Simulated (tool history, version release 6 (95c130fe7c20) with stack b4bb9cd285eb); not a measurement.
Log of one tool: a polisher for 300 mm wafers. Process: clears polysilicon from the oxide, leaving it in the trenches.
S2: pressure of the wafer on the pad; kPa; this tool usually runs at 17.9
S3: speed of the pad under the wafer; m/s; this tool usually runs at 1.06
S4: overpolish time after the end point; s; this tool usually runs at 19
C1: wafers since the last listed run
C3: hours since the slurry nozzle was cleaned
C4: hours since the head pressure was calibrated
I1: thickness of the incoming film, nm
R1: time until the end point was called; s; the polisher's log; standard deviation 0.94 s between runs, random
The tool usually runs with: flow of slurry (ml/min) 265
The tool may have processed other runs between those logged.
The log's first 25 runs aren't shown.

{"run": 26, "hour": 1999.4, "flow of slurry (ml/min)": 265, "S2": 17.9, "S3": 1.06, "S4": 19, "C1": 435, "wafers polished on this pad": 3748, "C3": 83.2, "C4": 220.3, "I1": 669.1, "R1": 62.1}
{"run": 27, "hour": 2040.1, "flow of slurry (ml/min)": 265, "S2": 13.1, "S3": 1.06, "S4": 19, "C1": 228, "wafers polished on this pad": 3976, "C3": 123.9, "C4": 261.0, "I1": 663.5, "R1": 78.6}
{"run": 28, "hour": 2087.7, "flow of slurry (ml/min)": 360, "S2": 17.9, "S3": 0.86, "S4": 19, "C1": 266, "wafers polished on this pad": 4243, "C3": 171.5, "C4": 308.6, "I1": 660.0, "R1": 70.7}
{"hour": 2095.5, "done": "worn pad replaced by a new one"}
{"run": 29, "hour": 2163.6, "flow of slurry (ml/min)": 190, "S2": 16.5, "S3": 0.86, "S4": 25, "C1": 402, "wafers polished on this pad": 381, "C3": 247.4, "C4": 384.5, "I1": 673.4, "R1": 70.2}
{"run": 30, "hour": 2252.8, "flow of slurry (ml/min)": 325, "S2": 11.7, "S3": 0.8, "S4": 15, "C1": 499, "wafers polished on this pad": 881, "C3": 336.6, "C4": 473.7, "I1": 677.8, "R1": 86.5}
{"run": 31, "hour": 2335.2, "flow of slurry (ml/min)": 265, "S2": 17.9, "S3": 1.06, "S4": 28, "C1": 461, "wafers polished on this pad": 1343, "C3": 419.0, "C4": 556.1, "I1": 680.9, "R1": 58.9}
{"run": 32, "hour": 2418.0, "flow of slurry (ml/min)": 265, "S2": 17.9, "S3": 1.06, "S4": 19, "C1": 463, "wafers polished on this pad": 1807, "C3": 501.8, "C4": 638.9, "I1": 662.5, "R1": 59.5}
{"hour": 2475.0, "done": "head pressure recalibrated"}
{"run": 33, "hour": 2486.8, "flow of slurry (ml/min)": 190, "S2": 12.4, "S3": 0.8, "S4": 16, "C1": 374, "wafers polished on this pad": 2181, "C3": 570.6, "C4": 11.8, "I1": 663.2, "R1": 91.5}

Forecast each of these 5 alternatives for the next run:
{"run": "A", "hour": 2487.2, "flow of slurry (ml/min)": 265, "S2": 17.9, "S3": 0.72, "S4": 19, "C1": 2, "wafers polished on this pad": 2183, "C3": 571.0, "C4": 12.2, "I1": 670.9, "R1": "?"}
{"run": "B", "hour": 2487.2, "flow of slurry (ml/min)": 320, "S2": 17.9, "S3": 1.06, "S4": 11, "C1": 2, "wafers polished on this pad": 2183, "C3": 571.0, "C4": 12.2, "I1": 670.9, "R1": "?"}
{"run": "C", "hour": 2487.2, "flow of slurry (ml/min)": 265, "S2": 15.9, "S3": 1.06, "S4": 19, "C1": 2, "wafers polished on this pad": 2183, "C3": 571.0, "C4": 12.2, "I1": 670.9, "R1": "?"}
{"run": "D", "hour": 2487.2, "flow of slurry (ml/min)": 315, "S2": 17.9, "S3": 1.06, "S4": 19, "C1": 2, "wafers polished on this pad": 2183, "C3": 571.0, "C4": 12.2, "I1": 670.9, "R1": "?"}
{"run": "E", "hour": 2487.2, "flow of slurry (ml/min)": 315, "S2": 14.5, "S3": 0.94, "S4": 13, "C1": 2, "wafers polished on this pad": 2183, "C3": 571.0, "C4": 12.2, "I1": 670.9, "R1": "?"}

run=A R1=77.3
run=B R1=60.2
run=C R1=65.9
run=D R1=60.2
run=E R1=74.3
Without the tool's unlogged condition, the same runs would have read:
run=A R1=71.3
run=B R1=55.5
run=C R1=60.8
run=D R1=55.5
run=E R1=68.5
